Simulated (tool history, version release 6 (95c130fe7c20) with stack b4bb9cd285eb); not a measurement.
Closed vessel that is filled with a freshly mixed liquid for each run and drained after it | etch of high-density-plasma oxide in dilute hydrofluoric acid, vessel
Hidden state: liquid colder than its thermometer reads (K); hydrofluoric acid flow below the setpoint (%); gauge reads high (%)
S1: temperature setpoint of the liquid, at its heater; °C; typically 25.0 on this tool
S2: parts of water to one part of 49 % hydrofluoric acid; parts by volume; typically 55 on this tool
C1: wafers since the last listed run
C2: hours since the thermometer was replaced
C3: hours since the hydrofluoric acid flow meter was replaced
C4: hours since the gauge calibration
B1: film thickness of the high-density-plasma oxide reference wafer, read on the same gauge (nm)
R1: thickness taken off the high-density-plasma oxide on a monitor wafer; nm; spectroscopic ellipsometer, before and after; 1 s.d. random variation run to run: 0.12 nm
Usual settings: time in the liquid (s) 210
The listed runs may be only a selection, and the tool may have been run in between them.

Run 1, hour 0.0: usual settings but S1 21.0 °C, time in the liquid (s) 275; C1 0; C2 1177.3; C3 666.0; C4 723.7; B1 120.00. Result: R1 27.80 nm.
Run 2, hour 53.7: usual settings but S1 21.0 °C, time in the liquid (s) 275; C1 2828; C2 1231.0; C3 719.7; C4 777.4; B1 120.00. Result: R1 27.72 nm.
Run 3, hour 182.7: usual settings; C1 6793; C2 1360.0; C3 848.7; C4 906.4; B1 119.98. Result: R1 24.94 nm.
Run 4, hour 252.4: usual settings; C1 3670; C2 1429.7; C3 918.4; C4 976.1; B1 119.98. Result: R1 24.88 nm.
Run 5, hour 335.1: usual settings; C1 4355; C2 1512.4; C3 1001.1; C4 1058.8; B1 119.96. Result: R1 24.87 nm.
Run 6, hour 442.4: usual settings but S2 40 parts by volume; C1 5650; C2 1619.7; C3 1108.4; C4 1166.1; B1 120.00. Result: R1 35.04 nm.
Run 7, hour 527.0: usual settings; C1 4455; C2 1704.3; C3 1193.0; C4 1250.7; B1 119.99. Result: R1 24.73 nm.
Run 8, hour 583.0: usual settings but S1 22.5 °C, time in the liquid (s) 240; C1 2949; C2 1760.3; C3 1249.0; C4 1306.7; B1 119.99. Result: R1 25.57 nm.
Run 9, hour 625.7: usual settings; C1 2248; C2 1803.0; C3 1291.7; C4 1349.4; B1 119.98. Result: R1 24.72 nm.
Run 10, hour 671.8: usual settings; C1 2427; C2 1849.1; C3 1337.8; C4 1395.5; B1 120.00. Result: R1 24.79 nm.
At hour 705.0: hydrofluoric acid flow meter replaced.
Run 11, hour 779.6: usual settings; C1 5624; C2 1956.9; C3 74.6; C4 1503.3; B1 120.01. Result: R1 25.10 nm.
Run 12, hour 884.1: usual settings but time in the liquid (s) 185; C1 5503; C2 2061.4; C3 179.1; C4 1607.8; B1 120.00. Result: R1 22.18 nm.
Run 13, hour 955.3: usual settings but time in the liquid (s) 185; C1 3749; C2 2132.6; C3 250.3; C4 1679.0; B1 120.02. Result: R1 22.14 nm.
Run 14, hour 1025.2: usual settings but S1 28.0 °C, time in the liquid (s) 245; C1 3681; C2 2202.5; C3 320.2; C4 1748.9; B1 120.01. Result: R1 33.19 nm.
Run 15, hour 1064.7: usual settings but S2 70 parts by volume, time in the liquid (s) 305; C1 2080; C2 2242.0; C3 359.7; C4 1788.4; B1 120.01. Result: R1 28.02 nm.
Run 16, hour 1144.4: usual settings; C1 4197; C2 2321.7; C3 439.4; C4 1868.1; B1 119.99. Result: R1 25.17 nm.
Run 17, hour 1192.9: usual settings but S1 29.0 °C, S2 80 parts by volume, time in the liquid (s) 110; C1 2554; C2 2370.2; C3 487.9; C4 1916.6; B1 120.05. Result: R1 10.21 nm.
Run 18, hour 1244.6: usual settings but S1 27.0 °C, S2 40 parts by volume; C1 2722; C2 2421.9; C3 539.6; C4 1968.3; B1 119.98. Result: R1 38.20 nm.
Run 19, hour 1292.7: usual settings; C1 2533; C2 2470.0; C3 587.7; C4 2016.4; B1 119.98. Result: R1 25.02 nm.
At hour 1308.0: thermometer replaced.
Run 20, hour 1343.5: usual settings but S1 21.0 °C, S2 40 parts by volume, time in the liquid (s) 325; C1 2622; C2 35.5; C3 638.5; C4 2067.2; B1 120.03. Result: R1 46.13 nm.
Run 21, hour 1448.8: usual settings but S1 21.0 °C, S2 35 parts by volume; C1 5545; C2 140.8; C3 743.8; C4 2172.5; B1 119.99. Result: R1 34.02 nm.
Run 22, hour 1540.5: usual settings; C1 4829; C2 232.5; C3 835.5; C4 2264.2; B1 119.94. Result: R1 24.83 nm.
At hour 1554.0: gauge calibrated.
Run 23, hour 1593.3: usual settings but time in the liquid (s) 310; C1 2780; C2 285.3; C3 888.3; C4 39.3; B1 120.00. Result: R1 36.87 nm.
Run 24, hour 1658.6: usual settings but S1 20.0 °C, S2 25 parts by volume, time in the liquid (s) 160; C1 3439; C2 350.6; C3 953.6; C4 104.6; B1 119.99. Result: R1 34.94 nm.
Run 25, hour 1724.7: usual settings but S2 80 parts by volume, time in the liquid (s) 320; C1 3481; C2 416.7; C3 1019.7; C4 170.7; B1 120.00. Result: R1 25.16 nm.
Run 26, hour 1761.0: usual settings but S1 29.0 °C, S2 75 parts by volume, time in the liquid (s) 85; C1 1911; C2 453.0; C3 1056.0; C4 207.0; B1 119.95. Result: R1 8.39 nm.
At hour 1772.4: hydrofluoric acid flow meter replaced.
Run 27, hour 1829.8: usual settings but S2 45 parts by volume, time in the liquid (s) 285; C1 3570; C2 521.8; C3 57.4; C4 275.8; B1 119.98. Result: R1 42.46 nm.
Run 28, hour 1922.5: usual settings; C1 4882; C2 614.5; C3 150.1; C4 368.5; B1 120.00. Result: R1 25.11 nm.
Run 29, hour 2007.3: usual settings; C1 4466; C2 699.3; C3 234.9; C4 453.3; B1 119.97. Result: R1 25.15 nm.
Run 30, hour 2129.8: usual settings but S1 22.5 °C, time in the liquid (s) 240; C1 6451; C2 821.8; C3 357.4; C4 575.8; B1 119.98. Result: R1 25.83 nm.
Run 31, hour 2193.7: usual settings; C1 3365; C2 885.7; C3 421.3; C4 639.7; B1 120.01. Result: R1 25.26 nm.

Alternative continuations, all from the tool just after run 31; predict every row:
Run A, hour 2194.4: usual settings; C1 36; C2 886.4; C3 422.0; C4 640.4; B1 ?. Result: R1 ?.
Run B, hour 2194.4: usual settings but S1 21.5 °C, S2 70 parts by volume, time in the liquid (s) 250; C1 36; C2 886.4; C3 422.0; C4 640.4; B1 ?. Result: R1 ?.
Run C, hour 2194.4: usual settings but S1 28.5 °C, S2 70 parts by volume, time in the liquid (s) 135; C1 36; C2 886.4; C3 422.0; C4 640.4; B1 ?. Result: R1 ?.
Run D, hour 2194.4: usual settings but S1 22.0 °C; C1 36; C2 886.4; C3 422.0; C4 640.4; B1 ?. Result: R1 ?.
Run E, hour 2194.4: usual settings but S1 22.0 °C, S2 80 parts by volume, time in the liquid (s) 110; C1 36; C2 886.4; C3 422.0; C4 640.4; B1 ?. Result: R1 ?.

run      B1     R1
  A  120.01  25.05
  B  120.01  19.91
  C  120.01  14.24
  D  120.01  22.14
  E  120.01   7.73
Without the tool's hidden state the same runs would have given:
run     R1
  A  25.24
  B  20.06
  C  14.35
  D  22.31
  E   7.79
